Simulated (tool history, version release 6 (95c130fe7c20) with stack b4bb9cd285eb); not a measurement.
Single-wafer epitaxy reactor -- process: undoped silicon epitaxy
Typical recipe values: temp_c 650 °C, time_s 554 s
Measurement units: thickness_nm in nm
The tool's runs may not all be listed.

| run | hour | temp_c | time_s | wafers since the last listed run | hours since the last pyrometer calibration | hours since the gauge calibration | read-back reference wafer on the same gauge, thickness_nm | thickness_nm |
|---|---|---|---|---|---|---|---|---|
| 1 | 0 | 650 | 628 | 0 | 1091.4 | 384.1 | 104.413 | 100.793 |
| 2 | 15.8 | 656 | 499 | 77 | 1107.2 | 399.9 | 104.391 | 91.924 |
| 3 | 36.4 | 656 | 499 | 101 | 1127.8 | 420.5 | 104.382 | 92.322 |
| 4 | 70.3 | 656 | 499 | 166 | 1161.7 | 454.4 | 104.46 | 91.636 |
| 5 | 95.8 | 650 | 554 | 125 | 1187.2 | 479.9 | 104.416 | 89.127 |
| 6 | 114.8 | 650 | 554 | 93 | 1206.2 | 498.9 | 104.394 | 88.935 |
| 7 | 145.8 | 650 | 554 | 152 | 1237.2 | 529.9 | 104.42 | 88.5 |
| 8 | 166.9 | 650 | 554 | 103 | 1258.3 | 551 | 104.437 | 88.338 |
| 9 | 184 | 654 | 554 | 83 | 1275.4 | 568.1 | 104.413 | 96.706 |
| 10 | 203.6 | 654 | 554 | 96 | 1295 | 587.7 | 104.419 | 97.422 |
| 11 | 234.3 | 650 | 554 | 150 | 1325.7 | 618.4 | 104.383 | 88.192 |
| 12 | 254.4 | 650 | 554 | 98 | 1345.8 | 638.5 | 104.401 | 88.66 |
| 13 | 286.9 | 650 | 554 | 159 | 1378.3 | 671 | 104.408 | 88.486 |
| 14 | 321.8 | 650 | 554 | 171 | 1413.2 | 705.9 | 104.425 | 88.441 |
| 15 | 408.2 | 650 | 554 | 424 | 1499.6 | 792.3 | 104.45 | 88.041 |
| 16 | 431.3 | 650 | 554 | 113 | 1522.7 | 815.4 | 104.415 | 88.471 |
|  | 460.5 | pyrometer calibrated |
| 17 | 461 | 650 | 491 | 106 | 0.5 | 845.1 | 104.379 | 80.78 |
| 18 | 486 | 655 | 461 | 122 | 25.5 | 870.1 | 104.412 | 85.167 |
|  | 501.8 | gauge calibrated |
| 19 | 514 | 657 | 507 | 137 | 53.5 | 12.2 | 104.383 | 97.89 |
| 20 | 538.1 | 650 | 554 | 118 | 77.6 | 36.3 | 104.39 | 90.586 |
| 21 | 562.7 | 650 | 554 | 120 | 102.2 | 60.9 | 104.382 | 90.982 |
| 22 | 584.1 | 659 | 589 | 105 | 123.6 | 82.3 | 104.358 | 119.002 |
| 23 | 604.5 | 642 | 474 | 100 | 144 | 102.7 | 104.399 | 63.935 |
| 24 | 644 | 650 | 661 | 193 | 183.5 | 142.2 | 104.423 | 107.667 |
| 25 | 665.9 | 661 | 554 | 107 | 205.4 | 164.1 | 104.367 | 116.574 |
| 26 | 684.9 | 658 | 485 | 93 | 224.4 | 183.1 | 104.356 | 95.34 |
| 27 | 709.1 | 640 | 499 | 118 | 248.6 | 207.3 | 104.4 | 64.131 |
| 28 | 731.6 | 650 | 554 | 110 | 271.1 | 229.8 | 104.425 | 90.222 |
| 29 | 744.5 | 663 | 646 | 63 | 284 | 242.7 | 104.364 | 143.067 |
| 30 | 821.6 | 641 | 617 | 378 | 361.1 | 319.8 | 104.416 | 80.911 |
| 31 | 852.1 | 656 | 554 | 149 | 391.6 | 350.3 | 104.382 | 103.72 |
| 32 | 882.3 | 640 | 522 | 148 | 421.8 | 380.5 | 104.383 | 66.782 |
| 33 | 897.4 | 650 | 610 | 74 | 436.9 | 395.6 | 104.414 | 99.202 |

4 options for the next run, each taken on its own from the tool as it stands now. Forecast them:
| A | 898 | 639 | 554 | 2 | 437.5 | 396.2 | ? | ? |
| B | 898 | 645 | 613 | 2 | 437.5 | 396.2 | ? | ? |
| C | 898 | 661 | 458 | 2 | 437.5 | 396.2 | ? | ? |
| D | 898 | 646 | 634 | 2 | 437.5 | 396.2 | ? | ? |

| run | read-back reference wafer on the same gauge, thickness_nm | thickness_nm |
|---|---|---|
| A | 104.414 | 69.488 |
| B | 104.414 | 88.834 |
| C | 104.414 | 96.597 |
| D | 104.414 | 94.097 |
Stripped of hidden state, with their random variation kept, the same runs would have yielded:
| run | thickness_nm |
|---|---|
| A | 70.182 |
| B | 89.708 |
| C | 97.512 |
| D | 95.02 |

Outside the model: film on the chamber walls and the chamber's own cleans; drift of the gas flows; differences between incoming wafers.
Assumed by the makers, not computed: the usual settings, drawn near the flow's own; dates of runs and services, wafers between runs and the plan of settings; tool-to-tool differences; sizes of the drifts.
